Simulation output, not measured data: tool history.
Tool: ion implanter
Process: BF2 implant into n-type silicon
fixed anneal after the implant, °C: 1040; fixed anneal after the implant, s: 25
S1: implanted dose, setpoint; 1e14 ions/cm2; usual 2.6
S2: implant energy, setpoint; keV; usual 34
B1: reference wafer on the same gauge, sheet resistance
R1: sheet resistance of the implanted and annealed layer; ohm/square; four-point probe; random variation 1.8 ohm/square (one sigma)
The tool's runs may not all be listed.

run 1 hour=0 | S1=2.6 S2=34 | B1=400.77 | R1=403.23
run 2 hour=51.5 | S1=2.6 S2=34 | B1=401.03 | R1=404.13
run 3 hour=110.3 | S1=2.6 S2=34 | B1=400.32 | R1=406.78
run 4 hour=188.8 | S1=2.1 S2=34 | B1=400.23 | R1=483.42
run 5 hour=225.2 | S1=2.1 S2=34 | B1=400.55 | R1=487.35
run 6 hour=280.6 | S1=2.6 S2=34 | B1=400.36 | R1=402.08
run 7 hour=357.2 | S1=2.6 S2=34 | B1=400.02 | R1=404.74
run 8 hour=409.7 | S1=2.6 S2=34 | B1=399.96 | R1=404.28
run 9 hour=718.6 | S1=2.6 S2=34 | B1=398.78 | R1=401.05
run 10 hour=786.9 | S1=2.6 S2=34 | B1=398.46 | R1=402.36
run 11 hour=890.6 | S1=2.6 S2=34 | B1=397.21 | R1=400.91
run 12 hour=946.9 | S1=2.6 S2=34 | B1=397.17 | R1=398.94
run 13 hour=983.2 | S1=2.6 S2=34 | B1=397.31 | R1=400.36
run 14 hour=1047.4 | S1=2.6 S2=38 | B1=396.84 | R1=396.88
run 15 hour=1106.1 | S1=2.8 S2=39 | B1=396.16 | R1=372.29
run 16 hour=1168.1 | S1=2.6 S2=34 | B1=395.97 | R1=400.61
run 17 hour=1225.2 | S1=2.6 S2=34 | B1=395.02 | R1=399.41
run 18 hour=1293.1 | S1=3.04 S2=44 | B1=394.82 | R1=341.05
run 19 hour=1329.9 | S1=3.17 S2=40 | B1=394.29 | R1=333.73
run 20 hour=1376 | S1=2.6 S2=45.5 | B1=393.87 | R1=384.49
run 21 hour=1473 | S1=3.34 S2=44 | B1=393.63 | R1=311.89
run 22 hour=1528.8 | S1=2.89 S2=45.5 | B1=392.73 | R1=353.97
run 23 hour=1602.7 | S1=2.87 S2=34 | B1=392.66 | R1=366.76
run 24 hour=1672.5 | S1=2.82 S2=29.5 | B1=391.69 | R1=374.82
run 25 hour=1759.6 | S1=2.03 S2=43 | B1=390.83 | R1=473.62
run 26 hour=1855 | S1=2.6 S2=34 | B1=389.95 | R1=392.03
run 27 hour=1940.2 | S1=2.6 S2=34 | B1=403.34 | R1=410.3
run 28 hour=1991.6 | S1=2.03 S2=39.5 | B1=403.33 | R1=491.11
run 29 hour=2094.4 | S1=3.3 S2=40 | B1=403.15 | R1=329.23
run 30 hour=2132 | S1=3.34 S2=29 | B1=403.68 | R1=333.54
run 31 hour=2179.4 | S1=2.6 S2=34 | B1=403.14 | R1=404.04
run 32 hour=2282.2 | S1=1.84 S2=34 | B1=402.55 | R1=544.53
run 33 hour=2333.6 | S1=2.6 S2=34 | B1=403.09 | R1=407.41
run 34 hour=2397.5 | S1=2.6 S2=34 | B1=402.81 | R1=405.73
run 35 hour=2456.7 | S1=2.6 S2=40.5 | B1=402.63 | R1=400.22
run 36 hour=2541.3 | S1=2.6 S2=34 | B1=402.54 | R1=403.77
run 37 hour=2590 | S1=2.6 S2=34 | B1=402.14 | R1=407.83
run 38 hour=2631.1 | S1=2.6 S2=34 | B1=401.7 | R1=404.36

Taken out of this log: 5 entries between the listed runs. Where each belongs, and how the hidden state differs across it:
Between runs 5 and 6: Faraday cup replaced and dose calibrated (hour 248.2)
  gauge reads high (%): -0.141 -> -0.18
  measured less the result without the state, R1: -0.68 -> -0.73 ohm/square
Between runs 13 and 14: Faraday cup replaced and dose calibrated (hour 1033)
  gauge reads high (%): -0.988 -> -1.09
  measured less the result without the state, R1: -3.99 -> -4.38 ohm/square
Between runs 21 and 22: extraction supply calibrated (hour 1526.9)
  gauge reads high (%): -1.9 -> -2.02
  measured less the result without the state, R1: -6.02 -> -7.29 ohm/square
Between runs 26 and 27: gauge calibrated (hour 1879.1)
  gauge reads high (%): -2.8 -> 0.57
  measured less the result without the state, R1: -11.29 -> +2.32 ohm/square
Between runs 27 and 28: Faraday cup replaced and dose calibrated (hour 1954.1)
  gauge reads high (%): 0.57 -> 0.564
  measured less the result without the state, R1: +2.32 -> +2.76 ohm/square

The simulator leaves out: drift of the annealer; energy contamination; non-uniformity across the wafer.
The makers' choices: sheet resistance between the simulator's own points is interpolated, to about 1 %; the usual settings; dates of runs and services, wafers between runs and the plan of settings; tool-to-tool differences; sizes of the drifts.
